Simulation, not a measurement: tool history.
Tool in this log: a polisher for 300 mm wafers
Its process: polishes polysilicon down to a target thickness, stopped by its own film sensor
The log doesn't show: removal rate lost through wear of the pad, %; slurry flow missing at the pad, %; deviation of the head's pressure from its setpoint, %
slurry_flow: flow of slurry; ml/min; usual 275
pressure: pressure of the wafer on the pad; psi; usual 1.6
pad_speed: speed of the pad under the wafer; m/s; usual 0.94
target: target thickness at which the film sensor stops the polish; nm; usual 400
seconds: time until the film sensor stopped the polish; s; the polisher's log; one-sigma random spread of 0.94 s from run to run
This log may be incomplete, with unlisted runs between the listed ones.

run	day	slurry_flow	pressure	pad_speed	target	wafers since the last listed run	wafers polished on this pad	hours since the slurry nozzle was cleaned	hours since the head pressure was calibrated	incoming thickness of the incoming film, nm	seconds
1	0	325	1.6	0.94	400	0	755	285.4	826.8	709.4	83.3
# day 2.079: slurry nozzle cleaned
2	2.238	275	1.6	1.02	400	505	1261	3.8	880.5	690.9	77.3
# day 2.433: head pressure recalibrated
3	4.138	275	1.6	1.02	400	418	1679	49.4	40.9	702.4	76.9
4	6.871	275	1.6	0.94	400	629	2309	115	106.5	686.2	75.6
5	9.6	275	1.6	0.94	400	628	2937	180.5	172	706.3	81
# day 13.642: worn pad replaced by a new one
6	17.808	275	1.6	0.94	400	1852	959	377.5	369	704.5	80.5
# day 18.362: slurry nozzle cleaned
7	20.542	275	1.6	0.94	400	619	1579	52.3	434.6	693.9	81.3
8	23.158	275	1.6	0.94	400	602	2182	115.1	497.4	690.3	79
9	24.292	275	1.6	0.94	400	261	2443	142.3	524.6	706.2	82.6
10	26.888	275	1.6	0.94	400	597	3041	204.6	586.9	700.1	82.4
11	28.154	275	1.6	0.94	400	291	3332	235	617.3	707.5	85.3
12	30.812	275	1.6	0.94	400	612	3945	298.8	681.1	694.3	81.4
# day 31.475: worn pad replaced by a new one
13	32.6	275	1.6	0.94	375	373	259	341.7	724	687.6	85.4
14	35.283	275	1.6	0.94	375	617	877	406.1	788.4	708	90.9
# day 35.667: slurry nozzle cleaned
15	37.408	275	1.6	0.94	400	479	1357	41.8	839.4	706.8	83.7
16	39.404	275	1.6	0.94	400	459	1816	89.7	887.3	698.4	83.5
17	41.388	275	1.6	0.94	400	456	2273	137.3	934.9	689.6	81.6
18	42.642	275	1.6	0.94	400	288	2562	167.4	965	700.5	84.4
# day 44.858: head pressure recalibrated
19	45.1	275	1.6	0.94	400	546	3109	226.4	5.8	691.3	77.5
20	47.558	275	1.3	1.18	311	566	3675	285.4	64.8	696.2	101.8
# day 48.496: worn pad replaced by a new one
21	49.088	275	1.6	0.94	400	313	136	322.1	101.5	705.3	83.6
22	51.5	275	2.2	0.68	449	555	691	380	159.4	710.3	67.1
# day 53.083: slurry nozzle cleaned
23	53.671	275	1.6	0.94	400	490	1182	14.1	211.5	709.9	84.1
24	55.525	275	1.6	0.94	337	427	1609	58.6	256	712.6	100.4
25	58.142	365	1.6	0.68	400	602	2211	121.4	318.8	691.8	93.1
26	59.146	275	1.6	0.94	400	231	2442	145.5	342.9	697.3	79.8
27	61.042	275	1.1	0.94	303	436	2879	191	388.4	699.3	136
28	62.283	275	1.6	0.94	461	285	3165	220.8	418.2	699.1	64.1
29	63.808	185	1.6	0.94	400	351	3516	257.4	454.8	692.5	83.7
30	64.929	275	1.6	0.94	400	258	3774	284.3	481.7	686	77.1
31	66.054	275	1.2	1.12	488	259	4034	311.3	508.7	704.4	62.1
# day 66.412: worn pad replaced by a new one
32	68.575	275	1.6	0.94	400	542	497	371.8	569.2	703.1	83.1
# day 69.433: slurry nozzle cleaned
33	71.304	275	1.6	0.94	442	618	1116	44.9	634.7	708.3	73.5
34	72.458	275	1.6	0.94	400	265	1382	72.6	662.4	706.3	83
35	75.379	275	2	1.02	400	672	2055	142.7	732.5	689	64.5
36	77.075	275	1.3	0.94	400	390	2445	183.4	773.2	707.9	97.2
37	79.358	365	1.6	0.7	400	525	2971	238.2	828	695.8	94.7
38	81.346	275	2	1.18	351	457	3429	285.9	875.7	699	72.7

Per-run results on a tool with no hidden state, each run keeping its own random variation:
run	seconds
1	79.8
2	73.8
3	76.4
4	74.9
5	80
6	78.6
7	79.1
8	76.6
9	80
10	79.4
11	82.1
12	78.1
13	81.8
14	86.7
15	79.6
16	79.2
17	77.1
18	79.6
19	76.9
20	100.6
21	82.5
22	66
23	82.5
24	98.3
25	90.7
26	77.7
27	132.1
28	62.2
29	81
30	74.5
31	59.9
32	79.9
33	70.4
34	79.4
35	61.5
36	92.4
37	89.7
38	68.7

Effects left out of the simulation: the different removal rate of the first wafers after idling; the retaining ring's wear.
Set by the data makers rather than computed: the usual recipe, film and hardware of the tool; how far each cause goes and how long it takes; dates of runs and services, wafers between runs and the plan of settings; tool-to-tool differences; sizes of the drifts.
